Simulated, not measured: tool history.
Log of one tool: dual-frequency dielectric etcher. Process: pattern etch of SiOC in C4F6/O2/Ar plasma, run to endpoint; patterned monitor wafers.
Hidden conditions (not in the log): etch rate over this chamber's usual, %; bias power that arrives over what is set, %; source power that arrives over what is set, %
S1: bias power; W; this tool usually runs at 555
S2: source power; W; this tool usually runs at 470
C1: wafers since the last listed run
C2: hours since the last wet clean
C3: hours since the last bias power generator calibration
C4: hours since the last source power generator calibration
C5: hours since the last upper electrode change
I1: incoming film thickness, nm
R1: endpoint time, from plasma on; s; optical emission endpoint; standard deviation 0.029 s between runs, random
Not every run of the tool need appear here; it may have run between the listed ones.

run	hour	S1	S2	C1	C2	C3	C4	C5	I1	R1
1	0.0	555	470	0	247.4	3377.4	1963.8	2194.8	32.43	9.7
2	22.6	555	470	396	270.0	3400.0	1986.4	2217.4	32.88	9.9
3	42.5	555	470	348	289.9	3419.9	2006.3	2237.3	32.50	9.8
4	72.1	555	410	518	319.5	3449.5	2035.9	2266.9	33.14	10.5
5	98.7	646	470	466	346.1	3476.1	2062.5	2293.5	33.01	9.2
# hour 117.7: source power generator calibrated
6	162.1	646	470	1041	409.5	3539.5	44.4	2356.9	33.06	9.3
# hour 187.3: bias power generator calibrated
7	197.1	646	470	543	444.5	9.8	79.4	2391.9	32.87	9.3
# hour 226.1: upper electrode replaced
8	230.2	555	570	159	477.6	42.9	112.5	4.1	32.38	9.3
9	257.0	555	470	469	504.4	69.7	139.3	30.9	33.20	10.1
10	275.9	619	350	331	523.3	88.6	158.2	49.8	32.66	10.4
# hour 306.7: wet clean of the chamber
11	307.2	641	580	127	0.5	119.9	189.5	81.1	32.88	8.4
12	332.5	555	470	443	25.8	145.2	214.8	106.4	32.90	9.7
13	358.3	600	420	452	51.6	171.0	240.6	132.2	32.68	9.6
14	391.7	675	530	585	85.0	204.4	274.0	165.6	32.84	8.5

Some steps in R1, run to run, broken into two amounts with sign: the step expected even without the hidden condition (settings, incoming material, random variation), and the rest, left for the hidden condition together with whatever gauge scatter is not in both the measured and the hidden-condition-free result:
Run 10 -> 11: S1 619 -> 641, S2 350 -> 580, wet clean of the chamber. R1 -2.0 s: hidden state -0.4, all else -1.6.
